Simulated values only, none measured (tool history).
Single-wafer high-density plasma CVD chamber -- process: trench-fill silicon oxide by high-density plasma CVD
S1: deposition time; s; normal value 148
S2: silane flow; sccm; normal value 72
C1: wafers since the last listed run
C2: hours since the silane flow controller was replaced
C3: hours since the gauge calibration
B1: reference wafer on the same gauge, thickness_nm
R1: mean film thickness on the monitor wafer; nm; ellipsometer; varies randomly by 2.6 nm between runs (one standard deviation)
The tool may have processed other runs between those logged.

run 1 hour=0.0 | S1=148 S2=72 | C1=0 C2=3213.3 C3=635.8 | B1=970.524 | R1=1050.671
run 2 hour=27.5 | S1=148 S2=72 | C1=201 C2=3240.8 C3=663.3 | B1=969.879 | R1=1049.623
run 3 hour=41.4 | S1=148 S2=72 | C1=102 C2=3254.7 C3=677.2 | B1=970.901 | R1=1049.683
run 4 hour=58.9 | S1=148 S2=72 | C1=128 C2=3272.2 C3=694.7 | B1=970.123 | R1=1051.497
run 5 hour=125.3 | S1=148 S2=72 | C1=487 C2=3338.6 C3=761.1 | B1=969.685 | R1=1049.938
run 6 hour=139.5 | S1=148 S2=77 | C1=104 C2=3352.8 C3=775.3 | B1=970.012 | R1=1120.710
run 7 hour=154.5 | S1=148 S2=77 | C1=110 C2=3367.8 C3=790.3 | B1=970.486 | R1=1121.574
run 8 hour=179.8 | S1=148 S2=77 | C1=185 C2=3393.1 C3=815.6 | B1=969.794 | R1=1119.430
run 9 hour=203.4 | S1=148 S2=72 | C1=173 C2=3416.7 C3=839.2 | B1=969.616 | R1=1051.854
run 10 hour=227.5 | S1=148 S2=72 | C1=176 C2=3440.8 C3=863.3 | B1=970.371 | R1=1055.784
run 11 hour=262.7 | S1=148 S2=72 | C1=258 C2=3476.0 C3=898.5 | B1=970.168 | R1=1057.124
run 12 hour=283.7 | S1=130 S2=72 | C1=154 C2=3497.0 C3=919.5 | B1=969.545 | R1=930.504
-- hour=318.2 silane flow controller replaced
run 13 hour=318.7 | S1=148 S2=72 | C1=198 C2=0.5 C3=954.5 | B1=970.484 | R1=1024.327
-- hour=334.2 gauge calibrated
run 14 hour=347.2 | S1=136 S2=72 | C1=209 C2=29.0 C3=13.0 | B1=969.810 | R1=937.611
run 15 hour=382.2 | S1=136 S2=72 | C1=256 C2=64.0 C3=48.0 | B1=970.115 | R1=935.250
run 16 hour=403.9 | S1=136 S2=72 | C1=159 C2=85.7 C3=69.7 | B1=970.210 | R1=939.058
run 17 hour=503.0 | S1=148 S2=68 | C1=727 C2=184.8 C3=168.8 | B1=969.579 | R1=972.498
run 18 hour=534.3 | S1=162 S2=72 | C1=229 C2=216.1 C3=200.1 | B1=969.818 | R1=1116.480
run 19 hour=557.8 | S1=132 S2=72 | C1=172 C2=239.6 C3=223.6 | B1=970.378 | R1=911.220
run 20 hour=584.6 | S1=165 S2=82 | C1=196 C2=266.4 C3=250.4 | B1=969.732 | R1=1276.371
run 21 hour=606.6 | S1=148 S2=72 | C1=161 C2=288.4 C3=272.4 | B1=970.097 | R1=1022.381
run 22 hour=636.0 | S1=122 S2=68 | C1=215 C2=317.8 C3=301.8 | B1=969.821 | R1=800.496
run 23 hour=653.0 | S1=119 S2=72 | C1=124 C2=334.8 C3=318.8 | B1=970.163 | R1=824.096
run 24 hour=685.1 | S1=168 S2=82 | C1=235 C2=366.9 C3=350.9 | B1=969.606 | R1=1299.249
run 25 hour=707.7 | S1=123 S2=85 | C1=165 C2=389.5 C3=373.5 | B1=970.752 | R1=978.930
run 26 hour=724.2 | S1=139 S2=61 | C1=121 C2=406.0 C3=390.0 | B1=970.134 | R1=838.447
run 27 hour=750.0 | S1=129 S2=59 | C1=189 C2=431.8 C3=415.8 | B1=969.852 | R1=752.509
run 28 hour=780.4 | S1=174 S2=72 | C1=223 C2=462.2 C3=446.2 | B1=969.959 | R1=1202.191
run 29 hour=800.9 | S1=164 S2=68 | C1=150 C2=482.7 C3=466.7 | B1=970.448 | R1=1079.162
run 30 hour=818.2 | S1=148 S2=58 | C1=126 C2=500.0 C3=484.0 | B1=969.576 | R1=849.323
run 31 hour=843.4 | S1=136 S2=60 | C1=184 C2=525.2 C3=509.2 | B1=970.417 | R1=805.255
run 32 hour=875.1 | S1=148 S2=59 | C1=232 C2=556.9 C3=540.9 | B1=970.268 | R1=859.504
run 33 hour=894.2 | S1=148 S2=72 | C1=140 C2=576.0 C3=560.0 | B1=969.542 | R1=1024.922
run 34 hour=918.0 | S1=124 S2=72 | C1=174 C2=599.8 C3=583.8 | B1=969.480 | R1=855.273
run 35 hour=931.1 | S1=136 S2=60 | C1=96 C2=612.9 C3=596.9 | B1=970.820 | R1=806.087
run 36 hour=960.0 | S1=148 S2=77 | C1=212 C2=641.8 C3=625.8 | B1=970.132 | R1=1083.781

A few steps of R1 between consecutive runs. Split each: what settings, incoming material and random variation would produce without the hidden state, and what is left over for the hidden state, along with gauge scatter present in only one of the two compared results (measured, and without hidden state):
What the log doesn't record here: delivered silane flow above the setpoint (%); gauge reads high (%).
Run 5 -> 6: S2 72 -> 77. R1 +70.772 nm: hidden state +2.506, all else +68.266.
Run 11 -> 12: S1 148 -> 130. R1 -126.620 nm: hidden state -3.804, all else -122.816.
Run 12 -> 13: S1 130 -> 148, silane flow controller replaced. R1 +93.823 nm: hidden state -33.776, all else +127.599.
Run 19 -> 20: S1 132 -> 165, S2 72 -> 82. R1 +365.151 nm: hidden state -0.621, all else +365.772.
Run 23 -> 24: S1 119 -> 168, S2 72 -> 82. R1 +475.153 nm: hidden state -0.693, all else +475.846.
Run 27 -> 28: S1 129 -> 174, S2 59 -> 72. R1 +449.682 nm: hidden state -0.522, all else +450.204.
